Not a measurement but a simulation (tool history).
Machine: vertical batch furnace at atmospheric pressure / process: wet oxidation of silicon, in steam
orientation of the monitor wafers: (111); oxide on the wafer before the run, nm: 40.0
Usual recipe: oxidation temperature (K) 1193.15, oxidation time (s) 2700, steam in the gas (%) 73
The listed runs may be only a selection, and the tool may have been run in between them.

run     day  oxidation temperature (K)  oxidation time (s)  steam in the gas (%)  wafers since the last listed run  hours since the last temperature calibration  hours since the steam generator was serviced  hours since the gauge calibration  read-back reference wafer on the same gauge, thickness  oxide thickness on the monitor wafer (angstrom)
  1   0.000                    1193.15                2700                    73                                 0                                        3855.9                                        3719.7                              234.6                                                  229.61                                           2001.8
  2   0.467                    1193.15                2700                    73                                93                                        3867.1                                        3730.9                              245.8                                                  228.78                                           1989.6
  3   1.196                    1193.15                2700                    73                               146                                        3884.6                                        3748.4                              263.3                                                  228.96                                           2001.7
  4   1.638                    1193.15                2700                    73                                88                                        3895.2                                        3759.0                              273.9                                                  229.34                                           1985.6
  5   4.021                    1193.15                1950                    73                               477                                        3952.4                                        3816.2                              331.1                                                  229.14                                           1609.9
  6   4.408                    1193.15                1950                    73                                77                                        3961.7                                        3825.5                              340.4                                                  229.05                                           1594.9
  7   4.975                    1193.15                2700                    65                               113                                        3975.3                                        3839.1                              354.0                                                  229.14                                           1847.6
  8   5.725                    1193.15                2700                    65                               150                                        3993.3                                        3857.1                              372.0                                                  229.43                                           1850.9
  9   6.179                    1193.15                2700                    65                                91                                        4004.2                                        3868.0                              382.9                                                  228.94                                           1850.0
      7.221  -- steam generator serviced
 10   7.242                    1193.15                2700                    73                                12                                        4029.7                                           0.5                              408.4                                                  228.66                                           1990.1
 11   7.429                    1193.15                2700                    73                                37                                        4034.2                                           5.0                              412.9                                                  229.28                                           1974.0
 12   7.621                    1193.15                2700                    73                                38                                        4038.8                                           9.6                              417.5                                                  229.21                                           1992.4
 13   8.075                    1193.15                2700                    73                                91                                        4049.7                                          20.5                              428.4                                                  229.02                                           1966.6
 14   9.533                    1193.15                2700                    73                               292                                        4084.7                                          55.5                              463.4                                                  228.83                                           1998.6
      9.792  -- gauge calibrated
 15  10.250                    1193.15                2700                    82                               143                                        4101.9                                          72.7                               11.0                                                  228.49                                           2152.0
 16  10.904                    1193.15                2700                    65                               131                                        4117.6                                          88.4                               26.7                                                  228.51                                           1845.4

Estimate the outcome of run 17 from the log above:
 17  11.321                    1193.15                1800                    73                                83                                        4127.6                                          98.4                               36.7                                                       ?                                                ?

{"run 17": {"read-back reference wafer on the same gauge, thickness": 228.51, "oxide thickness on the monitor wafer (angstrom)": 1532.7}}
With no hidden state in the tool, this same run would have given oxide thickness on the monitor wafer (angstrom) 1532.7.

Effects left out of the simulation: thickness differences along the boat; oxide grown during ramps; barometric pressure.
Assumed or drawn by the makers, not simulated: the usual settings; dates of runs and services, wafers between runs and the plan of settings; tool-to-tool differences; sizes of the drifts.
